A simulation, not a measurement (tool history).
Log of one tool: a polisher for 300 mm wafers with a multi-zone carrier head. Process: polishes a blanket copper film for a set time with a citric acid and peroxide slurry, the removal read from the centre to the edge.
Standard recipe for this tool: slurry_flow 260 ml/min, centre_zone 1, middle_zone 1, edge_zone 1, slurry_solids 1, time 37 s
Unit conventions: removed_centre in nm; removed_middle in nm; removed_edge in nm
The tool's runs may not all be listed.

run   hour  slurry_flow  centre_zone  middle_zone  edge_zone  slurry_solids  time  incoming thickness of the incoming film, nm  removed_centre  removed_middle  removed_edge
  1      0          260            1            1          1              1    37                                        926.2           139.1           138.8         139.2
       3.8  -- worn pad replaced by a new one
  2   28.3          260            1            1          1              1    37                                        930.7           148.6           142.9         144.1
  3     56          260            1            1          1              1    37                                        920.1           142.7           138.1         135.5
      64.9  -- worn pad replaced by a new one
  4   68.9          260            1            1          1              1    37                                        922.8           153.7           152.4         149.6
  5   94.4          260            1            1          1              1    37                                        931.9           147.9           145.5           144
     130.9  -- worn pad replaced by a new one
  6  131.4          260            1            1          1              1    37                                        942.3           152.8           153.5         149.4
     137.8  -- centre zone pressure recalibrated
  7  144.9          260            1            1          1              1    37                                        937.2           151.2           149.7         146.7

The next listed run, before its measurement:
  8  159.4          260            1            1          1              1    37                                        920.1               ?               ?             ?

{"run 8": {"removed_centre": 146.7, "removed_middle": 143.7, "removed_edge": 143.8}}
With the hidden condition absent and the run-to-run variation left alone, this run would have shown removed_centre 153.4 nm, removed_middle 150.3 nm, removed_edge 150.4 nm.
